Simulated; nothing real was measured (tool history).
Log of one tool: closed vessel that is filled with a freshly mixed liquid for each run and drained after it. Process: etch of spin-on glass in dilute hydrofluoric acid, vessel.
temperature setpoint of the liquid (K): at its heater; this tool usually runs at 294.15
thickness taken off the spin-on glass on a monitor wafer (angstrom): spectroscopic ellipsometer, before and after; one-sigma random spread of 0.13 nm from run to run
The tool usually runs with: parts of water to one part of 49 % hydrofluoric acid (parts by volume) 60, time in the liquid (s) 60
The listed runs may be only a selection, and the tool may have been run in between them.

run    hour  temperature setpoint of the liquid (K)  parts of water to one part of 49 % hydrofluoric acid (parts by volume)  time in the liquid (s)  read-back film thickness of the spin-on glass reference wafer, read on the same gauge (nm)  thickness taken off the spin-on glass on a monitor wafer (angstrom)
  1     0.0                                  294.15                                                                      60                      60                                                                                       60.00                                                                282.6
  2    86.7                                  294.15                                                                      60                      60                                                                                       59.99                                                                281.2
      147.1  -- hydrofluoric acid flow meter replaced
  3   293.3                                  294.15                                                                      60                      60                                                                                       60.02                                                                273.0
  4   378.2                                  294.15                                                                      60                      60                                                                                       60.01                                                                275.0
  5   425.2                                  294.15                                                                      60                      60                                                                                       60.01                                                                276.2
  6   497.1                                  294.15                                                                      60                      60                                                                                       60.02                                                                275.7
  7   588.0                                  294.15                                                                      60                      60                                                                                       60.01                                                                278.1
  8   683.2                                  294.15                                                                      60                      60                                                                                       59.99                                                                276.6
  9   725.1                                  294.15                                                                      60                      60                                                                                       59.99                                                                277.9
 10   817.9                                  294.15                                                                      60                      60                                                                                       60.02                                                                277.6
 11   922.2                                  294.15                                                                      60                      60                                                                                       59.97                                                                281.7
 12   963.7                                  294.15                                                                      60                      60                                                                                       59.99                                                                280.9
 13  1042.8                                  294.15                                                                      60                      60                                                                                       59.96                                                                280.3
 14  1149.8                                  294.15                                                                      60                      60                                                                                       60.00                                                                282.4
 15  1216.9                                  295.65                                                                      45                      60                                                                                       60.00                                                                410.1
 16  1278.7                                  294.15                                                                      35                      60                                                                                       60.01                                                                501.9
     1343.6  -- gauge calibrated
 17  1373.6                                  295.65                                                                      60                      30                                                                                       59.97                                                                151.5
     1403.6  -- hydrofluoric acid flow meter replaced
 18  1436.8                                  290.15                                                                      45                      80                                                                                       59.99                                                                414.9
     1480.4  -- thermometer replaced
 19  1536.2                                  294.15                                                                      60                      60                                                                                       59.98                                                                273.2
 20  1623.5                                  292.15                                                                      70                      75                                                                                       59.98                                                                266.7
 21  1686.6                                  297.65                                                                      45                      80                                                                                       59.98                                                                575.1
 22  1867.9                                  294.15                                                                      60                      45                                                                                       60.02                                                                207.8
 23  1930.8                                  297.15                                                                      60                      30                                                                                       60.02                                                                156.9
 24  2023.7                                  295.65                                                                      40                      60                                                                                       59.98                                                                451.9
 25  2115.1                                  294.15                                                                      60                      60                                                                                       60.00                                                                279.1
 26  2174.0                                  294.15                                                                      45                      30                                                                                       59.98                                                                188.8
 27  2217.9                                  294.15                                                                      60                      60                                                                                       59.98                                                                281.0
     2418.0  -- hydrofluoric acid flow meter replaced
 28  2524.7                                  294.15                                                                      60                      60                                                                                       60.01                                                                271.9

Here are 3 independent what-if runs from the current tool condition. What would each one return?
  A  2525.4                                  294.15                                                                      60                      60                                                                                           ?                                                                    ?
  B  2525.4                                  297.15                                                                      35                      75                                                                                           ?                                                                    ?
  C  2525.4                                  291.65                                                                      75                      70                                                                                           ?                                                                    ?

run  read-back film thickness of the spin-on glass reference wafer, read on the same gauge (nm)  thickness taken off the spin-on glass on a monitor wafer (angstrom)
  A                                                                                       60.01                                                                272.4
  B                                                                                       60.01                                                                683.2
  C                                                                                       60.01                                                                224.9
The same runs, with their run-to-run variation unchanged, on a tool lacking any hidden condition would have given:
run  thickness taken off the spin-on glass on a monitor wafer (angstrom)
  A                                                                270.7
  B                                                                678.9
  C                                                                223.5
